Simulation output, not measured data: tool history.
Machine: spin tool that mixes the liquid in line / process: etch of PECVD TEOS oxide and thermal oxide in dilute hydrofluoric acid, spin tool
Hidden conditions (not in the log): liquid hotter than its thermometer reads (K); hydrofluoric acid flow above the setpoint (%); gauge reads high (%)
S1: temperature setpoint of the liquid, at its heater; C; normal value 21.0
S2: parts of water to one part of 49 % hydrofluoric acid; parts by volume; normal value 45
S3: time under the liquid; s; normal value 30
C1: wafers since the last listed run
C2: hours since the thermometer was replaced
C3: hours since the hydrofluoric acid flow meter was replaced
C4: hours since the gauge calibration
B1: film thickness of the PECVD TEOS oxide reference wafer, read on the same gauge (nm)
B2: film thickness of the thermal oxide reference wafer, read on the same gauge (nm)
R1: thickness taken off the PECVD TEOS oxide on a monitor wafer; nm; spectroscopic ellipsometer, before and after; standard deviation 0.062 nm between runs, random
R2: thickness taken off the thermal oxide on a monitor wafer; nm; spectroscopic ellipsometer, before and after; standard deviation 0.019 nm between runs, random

run     day    S1  S2  S3    C1     C2     C3     C4      B1       B2     R1     R2
  1   0.000  21.0  45  30     0  193.4  271.0  229.3  110.29  110.295   9.53  2.790
  2   2.871  21.0  45  30   934  262.3  339.9  298.2  110.53  110.597   9.53  2.798
  3   5.467  21.0  45  30   845  324.6  402.2  360.5  110.88  110.875   9.58  2.846
  4   8.450  21.0  30  30   971  396.2  473.8  432.1  111.38  111.367  14.49  4.329
  5  11.104  21.0  30  30   864  459.9  537.5  495.8  111.85  111.803  14.68  4.313
  6  13.833  21.0  30  30   888  525.4  603.0  561.3  112.40  112.446  14.89  4.374
  7  15.133  21.0  45  30   423  556.6  634.2  592.5  112.70  112.697   9.64  2.902
     15.596  -- gauge calibrated
  8  16.142  21.0  45  30   328  580.8  658.4   13.1  109.80  109.864   9.47  2.807
  9  18.675  21.0  30  30   824  641.6  719.2   73.9  109.90  109.861  14.37  4.263
 10  21.512  21.0  45  30   923  709.7  787.3  142.0  109.99  110.005   9.51  2.813
 11  24.242  21.0  45  20   888  775.2  852.8  207.5  110.19  110.217   6.28  1.878
 12  25.512  23.5  50  15   413  805.7  883.3  238.0  110.29  110.322   4.65  1.393
 13  26.650  21.0  55  30   370  833.0  910.6  265.3  110.41  110.373   7.67  2.239
     30.088  -- thermometer replaced
     33.129  -- hydrofluoric acid flow meter replaced
 14  34.108  22.5  30  30  2400   96.5   23.5  444.3  111.44  111.414  15.51  4.629
 15  35.458  17.5  25  30   439  128.9   55.9  476.7  111.70  111.689  14.97  4.553
     36.529  -- gauge calibrated
 16  38.246  21.0  45  30   907  195.8  122.8   41.2  109.65  109.633   9.48  2.805
 17  44.000  24.5  45  45  1873  333.9  260.9  179.3  109.89  109.896  16.38  4.873

Results for each run, recomputed without the tool's hidden state and with each run's random variation untouched:
run     R1     R2
  1   9.51  2.784
  2   9.48  2.784
  3   9.50  2.823
  4  14.32  4.276
  5  14.44  4.242
  6  14.57  4.280
  7   9.41  2.832
  8   9.48  2.811
  9  14.38  4.268
 10   9.52  2.813
 11   6.27  1.875
 12   4.64  1.390
 13   7.64  2.230
 14  15.31  4.568
 15  14.75  4.484
 16   9.51  2.814
 17  16.40  4.878

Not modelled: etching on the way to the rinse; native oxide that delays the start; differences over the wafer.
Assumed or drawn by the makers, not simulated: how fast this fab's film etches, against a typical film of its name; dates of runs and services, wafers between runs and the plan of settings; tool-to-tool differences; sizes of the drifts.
